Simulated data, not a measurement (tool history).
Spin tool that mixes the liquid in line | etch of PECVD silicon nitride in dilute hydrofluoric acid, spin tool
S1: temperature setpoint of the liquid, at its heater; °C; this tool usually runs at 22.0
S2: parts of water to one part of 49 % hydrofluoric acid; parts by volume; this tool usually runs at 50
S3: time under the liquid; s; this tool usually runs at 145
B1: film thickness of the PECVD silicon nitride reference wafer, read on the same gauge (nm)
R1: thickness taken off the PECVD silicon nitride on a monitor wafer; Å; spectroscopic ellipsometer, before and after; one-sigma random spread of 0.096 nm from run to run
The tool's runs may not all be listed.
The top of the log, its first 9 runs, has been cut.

Run 10, hour 434.0: usual settings; B1 100.01. Result: R1 148.2 Å.
At hour 467.6: hydrofluoric acid flow meter replaced.
Run 11, hour 477.5: usual settings but S3 60 s; B1 100.01. Result: R1 57.9 Å.
Run 12, hour 541.9: usual settings but S1 18.0 °C, S2 30 parts by volume, S3 125 s; B1 100.00. Result: R1 151.2 Å.
Run 13, hour 576.0: usual settings but S1 25.5 °C; B1 100.01. Result: R1 177.6 Å.
Run 14, hour 644.7: usual settings but S1 25.0 °C; B1 100.01. Result: R1 172.4 Å.
Run 15, hour 712.4: usual settings but S1 23.5 °C, S3 200 s; B1 99.97. Result: R1 214.3 Å.
Run 16, hour 776.6: usual settings but S1 25.0 °C, S2 30 parts by volume, S3 65 s; B1 100.00. Result: R1 127.8 Å.
Run 17, hour 845.2: usual settings but S1 20.0 °C, S2 60 parts by volume, S3 90 s; B1 99.99. Result: R1 64.7 Å.
Run 18, hour 882.5: usual settings but S2 40 parts by volume, S3 115 s; B1 100.00. Result: R1 142.9 Å.
Run 19, hour 915.1: usual settings but S1 19.0 °C, S2 70 parts by volume, S3 175 s; B1 99.99. Result: R1 101.9 Å.
Run 20, hour 966.2: usual settings but S2 75 parts by volume; B1 99.98. Result: R1 97.5 Å.
Run 21, hour 1010.1: usual settings but S1 25.0 °C, S2 70 parts by volume, S3 110 s; B1 100.00. Result: R1 97.7 Å.
Run 22, hour 1076.5: usual settings; B1 100.00. Result: R1 146.7 Å.
Run 23, hour 1146.8: usual settings; B1 99.99. Result: R1 147.0 Å.
Run 24, hour 1191.4: usual settings but S1 26.5 °C, S2 40 parts by volume, S3 225 s; B1 100.01. Result: R1 386.3 Å.
Run 25, hour 1243.2: usual settings but S2 60 parts by volume; B1 99.99. Result: R1 122.7 Å.
Run 26, hour 1288.2: usual settings but S1 27.0 °C, S2 40 parts by volume, S3 70 s; B1 99.97. Result: R1 126.3 Å.
Run 27, hour 1327.9: usual settings; B1 100.00. Result: R1 149.7 Å.
Run 28, hour 1360.6: usual settings but S1 26.5 °C, S2 35 parts by volume, S3 70 s; B1 100.00. Result: R1 141.2 Å.
Run 29, hour 1423.8: usual settings but S1 20.0 °C; B1 100.01. Result: R1 132.9 Å.
Run 30, hour 1494.4: usual settings but S1 20.0 °C, S3 110 s; B1 100.00. Result: R1 100.3 Å.
Run 31, hour 1555.0: usual settings; B1 99.99. Result: R1 151.9 Å.
Run 32, hour 1619.1: usual settings but S3 120 s; B1 99.97. Result: R1 127.1 Å.
Run 33, hour 1681.7: usual settings but S1 27.0 °C, S2 30 parts by volume, S3 125 s; B1 100.01. Result: R1 306.3 Å.

Below are 3 alternative next runs, each starting from the tool's condition after run 33. Predict each:
Run A, hour 1682.2: usual settings; B1 ?. Result: R1 ?.
Run B, hour 1682.2: usual settings but S1 26.0 °C, S2 65 parts by volume; B1 ?. Result: R1 ?.
Run C, hour 1682.2: usual settings but S3 220 s; B1 ?. Result: R1 ?.

run      B1     R1
  A  100.00  154.8
  B  100.00  156.3
  C  100.00  234.8
Stripped of hidden state, with their random variation kept, the same runs would have yielded:
run     R1
  A  136.2
  B  137.7
  C  206.6
